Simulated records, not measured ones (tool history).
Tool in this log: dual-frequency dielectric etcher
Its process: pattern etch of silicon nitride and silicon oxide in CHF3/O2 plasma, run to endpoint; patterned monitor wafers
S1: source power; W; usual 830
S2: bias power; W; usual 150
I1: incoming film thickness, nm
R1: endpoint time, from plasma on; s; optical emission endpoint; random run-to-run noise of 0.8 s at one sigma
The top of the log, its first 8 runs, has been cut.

Run 9, hour 133.4: usual settings but S1 990 W, S2 170 W; I1 179.8. Result: R1 101.7 s.
Run 10, hour 133.7: usual settings but S1 990 W, S2 170 W; I1 179.2. Result: R1 101.0 s.
Run 11, hour 137.5: usual settings but S1 690 W, S2 137 W; I1 180.6. Result: R1 119.3 s.
Run 12, hour 144.2: usual settings but S1 690 W, S2 137 W; I1 180.6. Result: R1 118.6 s.
Run 13, hour 154.4: usual settings; I1 178.6. Result: R1 108.1 s.
Run 14, hour 165.8: usual settings; I1 178.4. Result: R1 107.7 s.
At hour 191.4: wet clean of the chamber.
Run 15, hour 191.9: usual settings but S1 690 W; I1 178.4. Result: R1 119.4 s.
Run 16, hour 192.9: usual settings but S1 690 W; I1 178.8. Result: R1 120.6 s.
Run 17, hour 206.0: usual settings but S1 690 W, S2 137 W; I1 178.4. Result: R1 120.8 s.
Run 18, hour 214.9: usual settings but S1 1010 W, S2 137 W; I1 178.3. Result: R1 106.8 s.

Run 19, settings as shown, results not yet in. Your forecast:
Run 19, hour 225.5: usual settings but S1 1000 W, S2 184 W; I1 178.9. Result: R1 ?.

R1: 102.7 s
Minus the tool's unlogged condition, the same run would have read R1 104.3 s.
